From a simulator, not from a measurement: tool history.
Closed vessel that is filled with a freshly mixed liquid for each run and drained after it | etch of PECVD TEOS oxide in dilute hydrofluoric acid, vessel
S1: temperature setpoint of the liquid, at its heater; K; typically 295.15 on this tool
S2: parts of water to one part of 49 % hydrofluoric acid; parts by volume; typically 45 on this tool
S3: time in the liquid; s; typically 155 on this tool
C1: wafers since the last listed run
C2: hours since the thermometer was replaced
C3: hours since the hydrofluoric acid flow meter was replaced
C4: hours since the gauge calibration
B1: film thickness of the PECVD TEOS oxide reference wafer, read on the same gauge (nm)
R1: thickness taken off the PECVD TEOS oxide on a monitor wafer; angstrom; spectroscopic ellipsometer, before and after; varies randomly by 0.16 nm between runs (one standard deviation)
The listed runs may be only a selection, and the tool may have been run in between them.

| run | hour | S1 | S2 | S3 | C1 | C2 | C3 | C4 | B1 | R1 |
|---|---|---|---|---|---|---|---|---|---|---|
| 1 | 0.0 | 295.15 | 45 | 155 | 0 | 1185.2 | 2601.6 | 16.2 | 99.98 | 329.5 |
| 2 | 17.6 | 295.15 | 45 | 155 | 1644 | 1202.8 | 2619.2 | 33.8 | 100.02 | 329.1 |
| 3 | 29.4 | 295.15 | 45 | 220 | 1102 | 1214.6 | 2631.0 | 45.6 | 99.97 | 463.8 |
| 4 | 45.2 | 295.15 | 45 | 220 | 1476 | 1230.4 | 2646.8 | 61.4 | 100.00 | 459.9 |
| 5 | 56.4 | 295.15 | 45 | 155 | 1046 | 1241.6 | 2658.0 | 72.6 | 100.03 | 325.5 |
| 6 | 66.7 | 295.15 | 45 | 155 | 962 | 1251.9 | 2668.3 | 82.9 | 99.98 | 327.9 |
| 7 | 72.8 | 297.65 | 45 | 155 | 570 | 1258.0 | 2674.4 | 89.0 | 100.04 | 359.7 |
| 8 | 87.6 | 297.65 | 45 | 155 | 1383 | 1272.8 | 2689.2 | 103.8 | 100.02 | 364.7 |
| 9 | 104.6 | 297.65 | 45 | 155 | 1588 | 1289.8 | 2706.2 | 120.8 | 100.03 | 359.4 |
| 10 | 114.2 | 295.15 | 45 | 155 | 897 | 1299.4 | 2715.8 | 130.4 | 99.98 | 326.3 |
| 11 | 124.9 | 295.15 | 45 | 155 | 999 | 1310.1 | 2726.5 | 141.1 | 100.01 | 324.6 |
| 12 | 142.9 | 295.15 | 45 | 155 | 1682 | 1328.1 | 2744.5 | 159.1 | 99.99 | 324.2 |
| 13 | 157.8 | 295.15 | 45 | 155 | 1392 | 1343.0 | 2759.4 | 174.0 | 99.99 | 322.6 |
| 14 | 175.2 | 300.15 | 60 | 105 | 1626 | 1360.4 | 2776.8 | 191.4 | 100.01 | 198.7 |
| 15 | 192.8 | 299.15 | 50 | 250 | 1644 | 1378.0 | 2794.4 | 209.0 | 100.01 | 547.0 |
|  | 195.1 | hydrofluoric acid flow meter replaced |
|  | 198.0 | thermometer replaced |
| 16 | 210.3 | 298.15 | 60 | 90 | 1448 | 12.3 | 15.2 | 226.5 | 99.97 | 147.5 |
| 17 | 220.7 | 292.65 | 25 | 195 | 971 | 22.7 | 25.6 | 236.9 | 100.02 | 627.2 |
| 18 | 240.7 | 295.15 | 45 | 155 | 1869 | 42.7 | 45.6 | 256.9 | 100.02 | 301.4 |
|  | 250.2 | thermometer replaced, repeated, since the last time left the tool worse |
|  | 250.5 | gauge calibrated |
| 19 | 250.6 | 298.65 | 30 | 210 | 831 | 0.4 | 55.5 | 0.1 | 99.99 | 829.0 |
| 20 | 258.4 | 290.65 | 35 | 90 | 728 | 8.2 | 63.3 | 7.9 | 100.01 | 212.7 |
| 21 | 266.9 | 295.15 | 55 | 155 | 794 | 16.7 | 71.8 | 16.4 | 100.00 | 279.9 |
| 22 | 280.5 | 298.65 | 45 | 225 | 1270 | 30.3 | 85.4 | 30.0 | 100.04 | 580.0 |
| 23 | 291.1 | 297.15 | 55 | 235 | 990 | 40.9 | 96.0 | 40.6 | 100.01 | 460.1 |
| 24 | 303.1 | 290.65 | 35 | 90 | 1121 | 52.9 | 108.0 | 52.6 | 100.03 | 215.1 |
| 25 | 347.3 | 298.65 | 30 | 210 | 4130 | 97.1 | 152.2 | 96.8 | 99.98 | 827.7 |
| 26 | 359.9 | 295.15 | 45 | 155 | 1177 | 109.7 | 164.8 | 109.4 | 100.03 | 341.7 |

Below are 5 alternative next runs, each starting from the tool's condition after run 26. Predict each:
| A | 360.6 | 295.15 | 45 | 155 | 65 | 110.4 | 165.5 | 110.1 | ? | ? |
| B | 360.6 | 295.15 | 40 | 155 | 65 | 110.4 | 165.5 | 110.1 | ? | ? |
| C | 360.6 | 299.65 | 45 | 155 | 65 | 110.4 | 165.5 | 110.1 | ? | ? |
| D | 360.6 | 293.15 | 45 | 190 | 65 | 110.4 | 165.5 | 110.1 | ? | ? |
| E | 360.6 | 295.15 | 35 | 190 | 65 | 110.4 | 165.5 | 110.1 | ? | ? |

| run | B1 | R1 |
|---|---|---|
| A | 99.98 | 346.6 |
| B | 99.98 | 392.4 |
| C | 99.98 | 417.4 |
| D | 99.98 | 390.3 |
| E | 99.98 | 553.2 |
What these runs would have given with no unlogged condition in the tool:
| run | R1 |
|---|---|
| A | 349.6 |
| B | 395.9 |
| C | 420.9 |
| D | 393.8 |
| E | 558.1 |

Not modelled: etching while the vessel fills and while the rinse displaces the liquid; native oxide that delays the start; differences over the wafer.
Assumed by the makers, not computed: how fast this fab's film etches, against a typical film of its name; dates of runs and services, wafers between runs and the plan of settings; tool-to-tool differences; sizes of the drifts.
